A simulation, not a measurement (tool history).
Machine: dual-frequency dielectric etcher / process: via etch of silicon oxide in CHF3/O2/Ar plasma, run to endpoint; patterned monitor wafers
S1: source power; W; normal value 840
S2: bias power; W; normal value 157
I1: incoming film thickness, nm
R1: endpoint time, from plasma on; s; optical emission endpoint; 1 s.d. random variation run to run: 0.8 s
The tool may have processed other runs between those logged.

{"run": 1, "hour": 0.0, "S1": 960, "S2": 166, "I1": 531.5, "R1": 237.2}
{"run": 2, "hour": 15.3, "S1": 960, "S2": 166, "I1": 530.7, "R1": 236.6}
{"run": 3, "hour": 30.4, "S1": 840, "S2": 131, "I1": 533.8, "R1": 268.1}
{"run": 4, "hour": 44.8, "S1": 840, "S2": 131, "I1": 530.1, "R1": 265.8}
{"run": 5, "hour": 62.2, "S1": 840, "S2": 131, "I1": 535.8, "R1": 268.3}
{"run": 6, "hour": 74.9, "S1": 840, "S2": 182, "I1": 529.8, "R1": 240.9}
{"run": 7, "hour": 84.8, "S1": 840, "S2": 182, "I1": 531.9, "R1": 241.3}
{"run": 8, "hour": 95.1, "S1": 840, "S2": 157, "I1": 532.5, "R1": 253.5}
{"hour": 100.8, "done": "source power generator calibrated"}
{"hour": 124.7, "done": "upper electrode replaced"}
{"run": 9, "hour": 125.2, "S1": 840, "S2": 157, "I1": 533.9, "R1": 251}
{"run": 10, "hour": 125.6, "S1": 840, "S2": 168, "I1": 531.3, "R1": 246.9}
{"run": 11, "hour": 133.3, "S1": 840, "S2": 168, "I1": 536, "R1": 249}
{"run": 12, "hour": 143.8, "S1": 840, "S2": 168, "I1": 534.8, "R1": 247.2}
{"run": 13, "hour": 160.1, "S1": 840, "S2": 157, "I1": 536.4, "R1": 253.8}
{"run": 14, "hour": 168.1, "S1": 840, "S2": 180, "I1": 533.7, "R1": 242.7}
{"run": 15, "hour": 183.8, "S1": 1020, "S2": 157, "I1": 527, "R1": 229.5}
{"hour": 196.4, "done": "bias power generator calibrated"}
{"hour": 218.1, "done": "wet clean of the chamber"}
{"run": 16, "hour": 218.6, "S1": 840, "S2": 188, "I1": 532, "R1": 250.5}
{"run": 17, "hour": 219.0, "S1": 770, "S2": 181, "I1": 533.7, "R1": 263.1}
{"run": 18, "hour": 220.2, "S1": 710, "S2": 132, "I1": 532.9, "R1": 300.3}
{"run": 19, "hour": 229.0, "S1": 950, "S2": 125, "I1": 533.2, "R1": 269.1}
{"run": 20, "hour": 243.4, "S1": 730, "S2": 127, "I1": 535, "R1": 300.7}
{"run": 21, "hour": 254.9, "S1": 840, "S2": 180, "I1": 535.3, "R1": 254.8}
{"run": 22, "hour": 268.5, "S1": 980, "S2": 142, "I1": 536.5, "R1": 258.5}
{"run": 23, "hour": 279.1, "S1": 840, "S2": 157, "I1": 535.6, "R1": 264.9}
{"run": 24, "hour": 292.1, "S1": 900, "S2": 178, "I1": 530.6, "R1": 246.2}
{"run": 25, "hour": 299.2, "S1": 650, "S2": 131, "I1": 534.6, "R1": 309.6}

How would selected steps in R1 from run to run divide? Give the signed amount a tool lacking its hidden state would still show from settings, what came in and random variation, and the signed amount left for the hidden state, including any gauge scatter that is not in both of the compared results.
Hidden state at play: etch rate over this chamber's usual, %; source power that arrives over what is set, %; bias power that arrives over what is set, %.
Run 2 -> 3: S1 960 -> 840, S2 166 -> 131. R1 +31.5 s: hidden state -1.5, all else +33.
Run 15 -> 16: S1 1020 -> 840, S2 157 -> 188, bias power generator calibrated, wet clean of the chamber. R1 +21 s: hidden state +13.2, all else +7.8.
Run 20 -> 21: S1 730 -> 840, S2 127 -> 180. R1 -45.9 s: hidden state -0.3, all else -45.6.
Run 24 -> 25: S1 900 -> 650, S2 178 -> 131. R1 +63.4 s: hidden state -0.5, all else +63.9.
